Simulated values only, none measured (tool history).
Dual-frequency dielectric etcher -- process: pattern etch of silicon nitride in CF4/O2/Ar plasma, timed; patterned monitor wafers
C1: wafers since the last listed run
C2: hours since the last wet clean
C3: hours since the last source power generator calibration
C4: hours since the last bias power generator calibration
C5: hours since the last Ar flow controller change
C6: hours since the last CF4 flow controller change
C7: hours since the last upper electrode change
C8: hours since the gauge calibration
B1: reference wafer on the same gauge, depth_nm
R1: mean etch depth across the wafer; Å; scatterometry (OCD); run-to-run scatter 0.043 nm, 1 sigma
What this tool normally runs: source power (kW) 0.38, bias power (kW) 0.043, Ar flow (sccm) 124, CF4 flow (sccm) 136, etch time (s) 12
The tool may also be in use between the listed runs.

{"run": 1, "hour": 0.0, "source power (kW)": 0.36, "bias power (kW)": 0.043, "Ar flow (sccm)": 124, "CF4 flow (sccm)": 136, "etch time (s)": 12, "C1": 0, "C2": 364.7, "C3": 4358.6, "C4": 2994.4, "C5": 4350.5, "C6": 5909.1, "C7": 4212.5, "C8": 697.7, "B1": 19, "R1": 173.2}
{"run": 2, "hour": 43.1, "source power (kW)": 0.38, "bias power (kW)": 0.043, "Ar flow (sccm)": 124, "CF4 flow (sccm)": 136, "etch time (s)": 12, "C1": 785, "C2": 407.8, "C3": 4401.7, "C4": 3037.5, "C5": 4393.6, "C6": 5952.2, "C7": 4255.6, "C8": 740.8, "B1": 19, "R1": 176.9}
{"run": 3, "hour": 75.4, "source power (kW)": 0.38, "bias power (kW)": 0.043, "Ar flow (sccm)": 124, "CF4 flow (sccm)": 136, "etch time (s)": 12, "C1": 588, "C2": 440.1, "C3": 4434, "C4": 3069.8, "C5": 4425.9, "C6": 5984.5, "C7": 4287.9, "C8": 773.1, "B1": 19, "R1": 177.6}
{"run": 4, "hour": 125.5, "source power (kW)": 0.38, "bias power (kW)": 0.043, "Ar flow (sccm)": 124, "CF4 flow (sccm)": 136, "etch time (s)": 12, "C1": 912, "C2": 490.2, "C3": 4484.1, "C4": 3119.9, "C5": 4476, "C6": 6034.6, "C7": 4338, "C8": 823.2, "B1": 19, "R1": 177.4}
{"hour": 163.3, "done": "wet clean of the chamber"}
{"run": 5, "hour": 163.8, "source power (kW)": 0.38, "bias power (kW)": 0.043, "Ar flow (sccm)": 124, "CF4 flow (sccm)": 136, "etch time (s)": 12, "C1": 260, "C2": 0.5, "C3": 4522.4, "C4": 3158.2, "C5": 4514.3, "C6": 6072.9, "C7": 4376.3, "C8": 861.5, "B1": 19, "R1": 177}
{"hour": 199.3, "done": "Ar flow controller replaced"}
{"run": 6, "hour": 211.4, "source power (kW)": 0.38, "bias power (kW)": 0.043, "Ar flow (sccm)": 124, "CF4 flow (sccm)": 136, "etch time (s)": 12, "C1": 757, "C2": 48.1, "C3": 4570, "C4": 3205.8, "C5": 12.1, "C6": 6120.5, "C7": 4423.9, "C8": 909.1, "B1": 19, "R1": 177.7}
{"hour": 219.4, "done": "source power generator calibrated"}
{"run": 7, "hour": 235.4, "source power (kW)": 0.38, "bias power (kW)": 0.043, "Ar flow (sccm)": 124, "CF4 flow (sccm)": 136, "etch time (s)": 12, "C1": 364, "C2": 72.1, "C3": 16, "C4": 3229.8, "C5": 36.1, "C6": 6144.5, "C7": 4447.9, "C8": 933.1, "B1": 19.01, "R1": 177.1}
{"run": 8, "hour": 265.0, "source power (kW)": 0.38, "bias power (kW)": 0.043, "Ar flow (sccm)": 124, "CF4 flow (sccm)": 136, "etch time (s)": 12, "C1": 539, "C2": 101.7, "C3": 45.6, "C4": 3259.4, "C5": 65.7, "C6": 6174.1, "C7": 4477.5, "C8": 962.7, "B1": 19, "R1": 176.6}
{"hour": 318.8, "done": "CF4 flow controller replaced"}
{"run": 9, "hour": 328.0, "source power (kW)": 0.38, "bias power (kW)": 0.043, "Ar flow (sccm)": 124, "CF4 flow (sccm)": 136, "etch time (s)": 10, "C1": 1038, "C2": 164.7, "C3": 108.6, "C4": 3322.4, "C5": 128.7, "C6": 9.2, "C7": 4540.5, "C8": 1025.7, "B1": 19, "R1": 147.7}
{"run": 10, "hour": 360.2, "source power (kW)": 0.38, "bias power (kW)": 0.043, "Ar flow (sccm)": 124, "CF4 flow (sccm)": 136, "etch time (s)": 12, "C1": 586, "C2": 196.9, "C3": 140.8, "C4": 3354.6, "C5": 160.9, "C6": 41.4, "C7": 4572.7, "C8": 1057.9, "B1": 18.99, "R1": 177.3}
{"run": 11, "hour": 384.5, "source power (kW)": 0.48, "bias power (kW)": 0.053, "Ar flow (sccm)": 105, "CF4 flow (sccm)": 136, "etch time (s)": 10.5, "C1": 442, "C2": 221.2, "C3": 165.1, "C4": 3378.9, "C5": 185.2, "C6": 65.7, "C7": 4597, "C8": 1082.2, "B1": 19.01, "R1": 192.8}
{"run": 12, "hour": 450.5, "source power (kW)": 0.42, "bias power (kW)": 0.043, "Ar flow (sccm)": 124, "CF4 flow (sccm)": 136, "etch time (s)": 12, "C1": 1202, "C2": 287.2, "C3": 231.1, "C4": 3444.9, "C5": 251.2, "C6": 131.7, "C7": 4663, "C8": 1148.2, "B1": 19, "R1": 185.3}
{"run": 13, "hour": 489.9, "source power (kW)": 0.38, "bias power (kW)": 0.043, "Ar flow (sccm)": 124, "CF4 flow (sccm)": 136, "etch time (s)": 12, "C1": 717, "C2": 326.6, "C3": 270.5, "C4": 3484.3, "C5": 290.6, "C6": 171.1, "C7": 4702.4, "C8": 1187.6, "B1": 19, "R1": 177.9}
{"hour": 532.9, "done": "gauge calibrated"}
{"hour": 559.0, "done": "upper electrode replaced"}
{"run": 14, "hour": 559.5, "source power (kW)": 0.34, "bias power (kW)": 0.043, "Ar flow (sccm)": 104, "CF4 flow (sccm)": 136, "etch time (s)": 10, "C1": 830, "C2": 396.2, "C3": 340.1, "C4": 3553.9, "C5": 360.2, "C6": 240.7, "C7": 0.5, "C8": 26.6, "B1": 19.01, "R1": 145.2}
{"run": 15, "hour": 612.3, "source power (kW)": 0.38, "bias power (kW)": 0.043, "Ar flow (sccm)": 124, "CF4 flow (sccm)": 136, "etch time (s)": 12, "C1": 962, "C2": 449, "C3": 392.9, "C4": 3606.7, "C5": 413, "C6": 293.5, "C7": 53.3, "C8": 79.4, "B1": 19.01, "R1": 177.5}
{"hour": 643.2, "done": "bias power generator calibrated"}
{"run": 16, "hour": 647.9, "source power (kW)": 0.38, "bias power (kW)": 0.043, "Ar flow (sccm)": 124, "CF4 flow (sccm)": 136, "etch time (s)": 12, "C1": 575, "C2": 484.6, "C3": 428.5, "C4": 4.7, "C5": 448.6, "C6": 329.1, "C7": 88.9, "C8": 115, "B1": 19, "R1": 177.4}
{"run": 17, "hour": 701.5, "source power (kW)": 0.38, "bias power (kW)": 0.043, "Ar flow (sccm)": 142, "CF4 flow (sccm)": 136, "etch time (s)": 12, "C1": 976, "C2": 538.2, "C3": 482.1, "C4": 58.3, "C5": 502.2, "C6": 382.7, "C7": 142.5, "C8": 168.6, "B1": 19, "R1": 174.1}
{"run": 18, "hour": 741.0, "source power (kW)": 0.38, "bias power (kW)": 0.039, "Ar flow (sccm)": 141, "CF4 flow (sccm)": 136, "etch time (s)": 12, "C1": 719, "C2": 577.7, "C3": 521.6, "C4": 97.8, "C5": 541.7, "C6": 422.2, "C7": 182, "C8": 208.1, "B1": 18.99, "R1": 166.7}
{"hour": 765.4, "done": "wet clean of the chamber"}
{"run": 19, "hour": 774.6, "source power (kW)": 0.43, "bias power (kW)": 0.043, "Ar flow (sccm)": 124, "CF4 flow (sccm)": 136, "etch time (s)": 12, "C1": 174, "C2": 9.2, "C3": 555.2, "C4": 131.4, "C5": 575.3, "C6": 455.8, "C7": 215.6, "C8": 241.7, "B1": 19, "R1": 187.4}
{"run": 20, "hour": 834.2, "source power (kW)": 0.34, "bias power (kW)": 0.043, "Ar flow (sccm)": 124, "CF4 flow (sccm)": 122, "etch time (s)": 12, "C1": 1085, "C2": 68.8, "C3": 614.8, "C4": 191, "C5": 634.9, "C6": 515.4, "C7": 275.2, "C8": 301.3, "B1": 19, "R1": 168.6}
{"run": 21, "hour": 900.4, "source power (kW)": 0.32, "bias power (kW)": 0.043, "Ar flow (sccm)": 124, "CF4 flow (sccm)": 136, "etch time (s)": 15.5, "C1": 1206, "C2": 135, "C3": 681, "C4": 257.2, "C5": 701.1, "C6": 581.6, "C7": 341.4, "C8": 367.5, "B1": 19, "R1": 213.3}

What if the next run were any one of these 4? Each begins from the tool's condition after run 21:
{"run": "A", "hour": 900.8, "source power (kW)": 0.38, "bias power (kW)": 0.043, "Ar flow (sccm)": 136, "CF4 flow (sccm)": 136, "etch time (s)": 12, "C1": 7, "C2": 135.4, "C3": 681.4, "C4": 257.6, "C5": 701.5, "C6": 582, "C7": 341.8, "C8": 367.9, "B1": "?", "R1": "?"}
{"run": "B", "hour": 900.8, "source power (kW)": 0.38, "bias power (kW)": 0.04, "Ar flow (sccm)": 124, "CF4 flow (sccm)": 122, "etch time (s)": 14.5, "C1": 7, "C2": 135.4, "C3": 681.4, "C4": 257.6, "C5": 701.5, "C6": 582, "C7": 341.8, "C8": 367.9, "B1": "?", "R1": "?"}
{"run": "C", "hour": 900.8, "source power (kW)": 0.38, "bias power (kW)": 0.043, "Ar flow (sccm)": 135, "CF4 flow (sccm)": 157, "etch time (s)": 12, "C1": 7, "C2": 135.4, "C3": 681.4, "C4": 257.6, "C5": 701.5, "C6": 582, "C7": 341.8, "C8": 367.9, "B1": "?", "R1": "?"}
{"run": "D", "hour": 900.8, "source power (kW)": 0.46, "bias power (kW)": 0.048, "Ar flow (sccm)": 100, "CF4 flow (sccm)": 167, "etch time (s)": 12, "C1": 7, "C2": 135.4, "C3": 681.4, "C4": 257.6, "C5": 701.5, "C6": 582, "C7": 341.8, "C8": 367.9, "B1": "?", "R1": "?"}

run=A B1=19 R1=175.1
run=B B1=19 R1=207.8
run=C B1=19 R1=177
run=D B1=19 R1=212
The same runs, with their run-to-run variation unchanged, on a tool lacking any hidden condition would have given:
run=A R1=175.1
run=B R1=207.8
run=C R1=177
run=D R1=212

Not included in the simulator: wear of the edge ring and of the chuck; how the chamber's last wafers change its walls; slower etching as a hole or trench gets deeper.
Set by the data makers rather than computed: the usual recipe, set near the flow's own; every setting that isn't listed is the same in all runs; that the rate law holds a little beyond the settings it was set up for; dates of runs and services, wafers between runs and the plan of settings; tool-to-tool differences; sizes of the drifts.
